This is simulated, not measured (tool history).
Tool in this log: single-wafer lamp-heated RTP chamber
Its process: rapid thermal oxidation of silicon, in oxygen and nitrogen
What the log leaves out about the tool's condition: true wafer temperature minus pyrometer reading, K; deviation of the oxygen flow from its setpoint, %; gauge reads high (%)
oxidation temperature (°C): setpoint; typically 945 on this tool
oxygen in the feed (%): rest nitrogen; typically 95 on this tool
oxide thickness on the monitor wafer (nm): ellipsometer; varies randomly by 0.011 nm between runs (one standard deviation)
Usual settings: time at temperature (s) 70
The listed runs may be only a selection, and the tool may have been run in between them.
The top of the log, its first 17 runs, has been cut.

run,hour,oxidation temperature (°C),time at temperature (s),oxygen in the feed (%),wafers since the last listed run,wafers since the last pyrometer calibration,hours since the oxygen flow controller was replaced,hours since the gauge calibration,"read-back reference wafer on the same gauge, thickness",oxide thickness on the monitor wafer (nm)
18,897.4,953,70,95,264,3088,3828.1,265.5,4.269,4.557
19,940.2,945,70,95,336,3424,3870.9,308.3,4.269,4.289
# hour 995.5: pyrometer window cleaned and pyrometer calibrated
20,996.0,945,41,95,375,4,3926.7,364.1,4.267,3.491
21,1049.3,965,100,68,418,422,3980.0,417.4,4.270,5.152
22,1077.2,945,70,95,219,642,4007.9,445.3,4.272,4.294
# hour 1101.6: oxygen flow controller replaced
23,1209.4,945,35,87,975,1618,107.8,577.5,4.272,3.230
24,1266.9,935,97,98,451,2070,165.3,635.0,4.270,4.589
25,1292.3,959,37,74,199,2269,190.7,660.4,4.267,3.442
26,1348.0,945,70,95,437,2707,246.4,716.1,4.271,4.297
27,1402.0,945,41,95,424,3131,300.4,770.1,4.271,3.503
# hour 1556.1: pyrometer window cleaned and pyrometer calibrated
28,1600.2,915,82,73,1494,346,498.6,968.3,4.270,3.475
29,1635.3,960,82,95,275,622,533.7,1003.4,4.270,5.111
30,1717.8,945,70,95,648,1270,616.2,1085.9,4.269,4.275
31,1766.2,945,70,95,380,1651,664.6,1134.3,4.270,4.312
32,1822.0,972,70,98,438,2089,720.4,1190.1,4.270,5.252
33,1879.2,945,70,95,449,2539,777.6,1247.3,4.270,4.284
34,1945.5,960,104,95,520,3060,843.9,1313.6,4.271,5.675
35,2000.2,959,57,78,429,3490,898.6,1368.3,4.271,4.096
# hour 2035.4: pyrometer window cleaned and pyrometer calibrated
36,2050.4,967,70,95,331,118,948.8,1418.5,4.270,5.034
37,2103.5,953,40,77,417,535,1001.9,1471.6,4.270,3.444
38,2152.0,966,70,82,381,916,1050.4,1520.1,4.271,4.767
39,2221.3,954,95,98,544,1461,1119.7,1589.4,4.267,5.237

Branching from run 39: 3 alternative next runs. What would each branch give?
A,2221.8,945,49,95,3,1464,1120.2,1589.9,?,?
B,2221.8,922,70,86,3,1464,1120.2,1589.9,?,?
C,2221.8,922,70,95,3,1464,1120.2,1589.9,?,?

run,"read-back reference wafer on the same gauge, thickness",oxide thickness on the monitor wafer (nm)
A,4.270,3.726
B,4.270,3.563
C,4.270,3.657
Without the tool's hidden state the same runs would have given:
run,oxide thickness on the monitor wafer (nm)
A,3.726
B,3.563
C,3.657
